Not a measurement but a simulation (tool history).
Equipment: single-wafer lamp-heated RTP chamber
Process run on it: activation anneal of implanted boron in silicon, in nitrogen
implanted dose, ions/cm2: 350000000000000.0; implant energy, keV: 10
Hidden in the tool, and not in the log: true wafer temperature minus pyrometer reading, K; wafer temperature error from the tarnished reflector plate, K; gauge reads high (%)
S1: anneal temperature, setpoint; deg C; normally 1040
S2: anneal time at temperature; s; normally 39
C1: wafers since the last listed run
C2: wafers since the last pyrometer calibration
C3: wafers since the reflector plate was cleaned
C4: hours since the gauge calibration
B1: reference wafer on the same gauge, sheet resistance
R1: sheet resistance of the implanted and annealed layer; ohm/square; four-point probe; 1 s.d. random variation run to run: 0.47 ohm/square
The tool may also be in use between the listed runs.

{"run": 1, "hour": 0.0, "S1": 1040, "S2": 39, "C1": 0, "C2": 1367, "C3": 143, "C4": 363.3, "B1": 305.21, "R1": 310.92}
{"run": 2, "hour": 8.6, "S1": 1040, "S2": 39, "C1": 103, "C2": 1470, "C3": 246, "C4": 371.9, "B1": 305.21, "R1": 312.51}
{"run": 3, "hour": 16.0, "S1": 1040, "S2": 39, "C1": 88, "C2": 1559, "C3": 335, "C4": 379.3, "B1": 304.97, "R1": 311.17}
{"run": 4, "hour": 67.7, "S1": 1040, "S2": 39, "C1": 620, "C2": 2179, "C3": 955, "C4": 431, "B1": 304.83, "R1": 310.92}
{"hour": 92.2, "done": "gauge calibrated"}
{"run": 5, "hour": 119.2, "S1": 1040, "S2": 39, "C1": 617, "C2": 2797, "C3": 1572, "C4": 27, "B1": 305.12, "R1": 311.72}
{"run": 6, "hour": 127.8, "S1": 1040, "S2": 24, "C1": 103, "C2": 2900, "C3": 1675, "C4": 35.6, "B1": 304.96, "R1": 314.12}
{"run": 7, "hour": 144.8, "S1": 1040, "S2": 30, "C1": 203, "C2": 3104, "C3": 1879, "C4": 52.6, "B1": 304.96, "R1": 312.45}
{"run": 8, "hour": 158.7, "S1": 1040, "S2": 30, "C1": 166, "C2": 3271, "C3": 2046, "C4": 66.5, "B1": 305.06, "R1": 312.39}
{"run": 9, "hour": 169.1, "S1": 1040, "S2": 30, "C1": 124, "C2": 3395, "C3": 2171, "C4": 76.9, "B1": 304.97, "R1": 312.69}
{"run": 10, "hour": 186.7, "S1": 1025, "S2": 39, "C1": 211, "C2": 3606, "C3": 2382, "C4": 94.5, "B1": 304.97, "R1": 312.76}
{"run": 11, "hour": 194.7, "S1": 1025, "S2": 39, "C1": 95, "C2": 3702, "C3": 2478, "C4": 102.5, "B1": 305, "R1": 312.35}
{"run": 12, "hour": 203.0, "S1": 1040, "S2": 27, "C1": 99, "C2": 3802, "C3": 2577, "C4": 110.8, "B1": 305.21, "R1": 312.71}
{"run": 13, "hour": 217.4, "S1": 1040, "S2": 16, "C1": 172, "C2": 3974, "C3": 2750, "C4": 125.2, "B1": 305.01, "R1": 315.19}
{"run": 14, "hour": 233.9, "S1": 1016, "S2": 54, "C1": 197, "C2": 4172, "C3": 2948, "C4": 141.7, "B1": 305.04, "R1": 312.16}
{"run": 15, "hour": 248.2, "S1": 1040, "S2": 39, "C1": 171, "C2": 4344, "C3": 3119, "C4": 156, "B1": 304.95, "R1": 312.17}
{"hour": 265.3, "done": "pyrometer window cleaned and pyrometer calibrated"}
{"run": 16, "hour": 265.8, "S1": 1040, "S2": 39, "C1": 115, "C2": 5, "C3": 3234, "C4": 173.6, "B1": 304.98, "R1": 312.14}
{"run": 17, "hour": 275.4, "S1": 1040, "S2": 18, "C1": 115, "C2": 120, "C3": 3350, "C4": 183.2, "B1": 304.96, "R1": 315.74}
{"run": 18, "hour": 282.8, "S1": 1040, "S2": 23, "C1": 88, "C2": 209, "C3": 3438, "C4": 190.6, "B1": 304.93, "R1": 314.21}
{"hour": 296.2, "done": "reflector plate cleaned"}
{"run": 19, "hour": 323.2, "S1": 1040, "S2": 39, "C1": 388, "C2": 598, "C3": 324, "C4": 231, "B1": 304.89, "R1": 310.67}
{"run": 20, "hour": 330.2, "S1": 1014, "S2": 39, "C1": 83, "C2": 682, "C3": 408, "C4": 238, "B1": 304.99, "R1": 313.97}
{"run": 21, "hour": 336.9, "S1": 1040, "S2": 39, "C1": 80, "C2": 762, "C3": 488, "C4": 244.7, "B1": 304.91, "R1": 312.38}
{"run": 22, "hour": 349.5, "S1": 1055, "S2": 51, "C1": 151, "C2": 913, "C3": 639, "C4": 257.3, "B1": 304.98, "R1": 307.44}
{"run": 23, "hour": 356.2, "S1": 1040, "S2": 39, "C1": 80, "C2": 994, "C3": 719, "C4": 264, "B1": 304.98, "R1": 312.5}
{"run": 24, "hour": 366.7, "S1": 1024, "S2": 39, "C1": 125, "C2": 1119, "C3": 845, "C4": 274.5, "B1": 304.96, "R1": 313.47}
{"run": 25, "hour": 382.2, "S1": 1067, "S2": 54, "C1": 185, "C2": 1305, "C3": 1031, "C4": 290, "B1": 305.16, "R1": 305.6}
{"run": 26, "hour": 388.5, "S1": 1040, "S2": 39, "C1": 75, "C2": 1381, "C3": 1107, "C4": 296.3, "B1": 305.03, "R1": 311.55}
{"run": 27, "hour": 397.0, "S1": 1066, "S2": 30, "C1": 101, "C2": 1483, "C3": 1209, "C4": 304.8, "B1": 304.99, "R1": 310.03}
{"run": 28, "hour": 405.4, "S1": 1063, "S2": 24, "C1": 100, "C2": 1584, "C3": 1309, "C4": 313.2, "B1": 305.07, "R1": 311.27}
{"run": 29, "hour": 450.7, "S1": 1040, "S2": 39, "C1": 543, "C2": 2127, "C3": 1853, "C4": 358.5, "B1": 305.01, "R1": 311.71}
{"run": 30, "hour": 468.5, "S1": 1019, "S2": 28, "C1": 213, "C2": 2340, "C3": 2066, "C4": 376.3, "B1": 305.05, "R1": 314.73}
{"run": 31, "hour": 481.9, "S1": 1040, "S2": 39, "C1": 160, "C2": 2501, "C3": 2227, "C4": 389.7, "B1": 305.06, "R1": 311.58}
{"run": 32, "hour": 499.8, "S1": 1055, "S2": 39, "C1": 214, "C2": 2716, "C3": 2441, "C4": 407.6, "B1": 305.1, "R1": 309.13}
{"run": 33, "hour": 513.6, "S1": 1040, "S2": 39, "C1": 165, "C2": 2881, "C3": 2607, "C4": 421.4, "B1": 304.9, "R1": 311.76}
{"run": 34, "hour": 528.0, "S1": 1014, "S2": 62, "C1": 172, "C2": 3054, "C3": 2780, "C4": 435.8, "B1": 305.01, "R1": 312.08}
{"run": 35, "hour": 543.3, "S1": 1069, "S2": 39, "C1": 183, "C2": 3237, "C3": 2963, "C4": 451.1, "B1": 304.95, "R1": 307.98}
{"run": 36, "hour": 559.6, "S1": 1055, "S2": 49, "C1": 195, "C2": 3433, "C3": 3159, "C4": 467.4, "B1": 305.07, "R1": 308.11}

Hidden state at the last listed run before each entry between runs and at the first one after, where it differs:
Runs 4 to 5: gauge calibrated (hour 92.2)
  no difference in the tool's unlogged condition between these two runs
Runs 15 to 16: pyrometer window cleaned and pyrometer calibrated (hour 265.3)
  no difference in the tool's unlogged condition between these two runs
Runs 18 to 19: reflector plate cleaned (hour 296.2)
  no difference in the tool's unlogged condition between these two runs
